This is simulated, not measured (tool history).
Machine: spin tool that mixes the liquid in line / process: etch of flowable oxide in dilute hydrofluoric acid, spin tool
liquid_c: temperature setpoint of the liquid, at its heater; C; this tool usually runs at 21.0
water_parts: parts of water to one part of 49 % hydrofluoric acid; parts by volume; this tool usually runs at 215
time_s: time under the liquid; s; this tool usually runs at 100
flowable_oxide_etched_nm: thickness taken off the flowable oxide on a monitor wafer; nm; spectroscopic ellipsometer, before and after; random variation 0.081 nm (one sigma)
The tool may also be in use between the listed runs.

run    hour  liquid_c  water_parts  time_s  read-back film thickness of the flowable oxide reference wafer, read on the same gauge (nm)  flowable_oxide_etched_nm
  1     0.0      21.0          215     100                                                                                        69.99                     13.92
  2   200.8      19.0          215     100                                                                                        69.99                     13.05
  3   227.8      21.0          215     100                                                                                        70.01                     14.04
  4   262.1      21.0          215     100                                                                                        69.96                     14.13
  5   324.4      21.0          215     100                                                                                        70.04                     14.07
  6   392.8      23.5          215      75                                                                                        69.98                     11.56
  7   436.9      23.5          215      75                                                                                        70.02                     11.66
  8   461.1      21.0          215     100                                                                                        70.00                     14.11
  9   506.3      21.0          215     100                                                                                        69.99                     14.11
 10   549.6      21.0          215     100                                                                                        69.95                     14.28
 11   578.3      21.0          165     100                                                                                        69.99                     19.29
 12   646.5      21.0          165     100                                                                                        69.97                     19.36
 13   676.1      21.0          165     100                                                                                        70.02                     19.43
 14   709.6      19.5          215     100                                                                                        69.99                     13.53
 15   780.0      19.5          215     100                                                                                        70.01                     13.44
      806.6  -- thermometer replaced
 16   833.9      19.5          215     100                                                                                        70.00                     13.45
 17   870.1      19.5          215     100                                                                                        69.96                     13.51
 18   934.1      21.0          215     100                                                                                        70.01                     14.32
      972.3  -- hydrofluoric acid flow meter replaced
 19  1001.8      21.0          275      45                                                                                        70.02                      4.56
 20  1044.6      21.0          215     100                                                                                        69.94                     13.81
 21  1110.7      18.5          215     100                                                                                        70.02                     12.56
 22  1150.8      23.5          140      75                                                                                        70.00                     18.96
 23  1218.1      24.5          320     150                                                                                        70.01                     14.44
     1277.9  -- gauge calibrated
 24  1282.2      26.0          215     135                                                                                        70.00                     22.68
 25  1333.8      17.0          175     150                                                                                        70.02                     22.92
 26  1389.4      17.5          215     100                                                                                        70.02                     12.19
 27  1454.2      24.5          320     150                                                                                        69.96                     14.57
 28  1480.5      17.0          175     100                                                                                        70.01                     15.24
 29  1540.9      17.5          255      65                                                                                        70.03                      6.52
 30  1592.8      21.0          215     100                                                                                        70.00                     14.01
 31  1629.0      22.5          125      65                                                                                        70.03                     18.21
 32  1693.6      23.0          290      40                                                                                        70.02                      4.22
 33  1762.0      24.0          325     140                                                                                        70.06                     13.12

The logged runs with the hidden state left out (each run's random variation unchanged):
Hidden conditions of the tool in this case: liquid colder than its thermometer reads (K); hydrofluoric acid flow above the setpoint (%); gauge reads high (%).
run  flowable_oxide_etched_nm
  1                     13.77
  2                     12.84
  3                     13.80
  4                     13.88
  5                     13.79
  6                     11.31
  7                     11.39
  8                     13.77
  9                     13.76
 10                     13.91
 11                     18.79
 12                     18.82
 13                     18.88
 14                     13.12
 15                     13.01
 16                     13.00
 17                     13.04
 18                     13.79
 19                      4.55
 20                     13.76
 21                     12.49
 22                     18.84
 23                     14.31
 24                     22.43
 25                     22.66
 26                     12.03
 27                     14.33
 28                     15.00
 29                      6.41
 30                     13.74
 31                     17.86
 32                      4.13
 33                     12.78
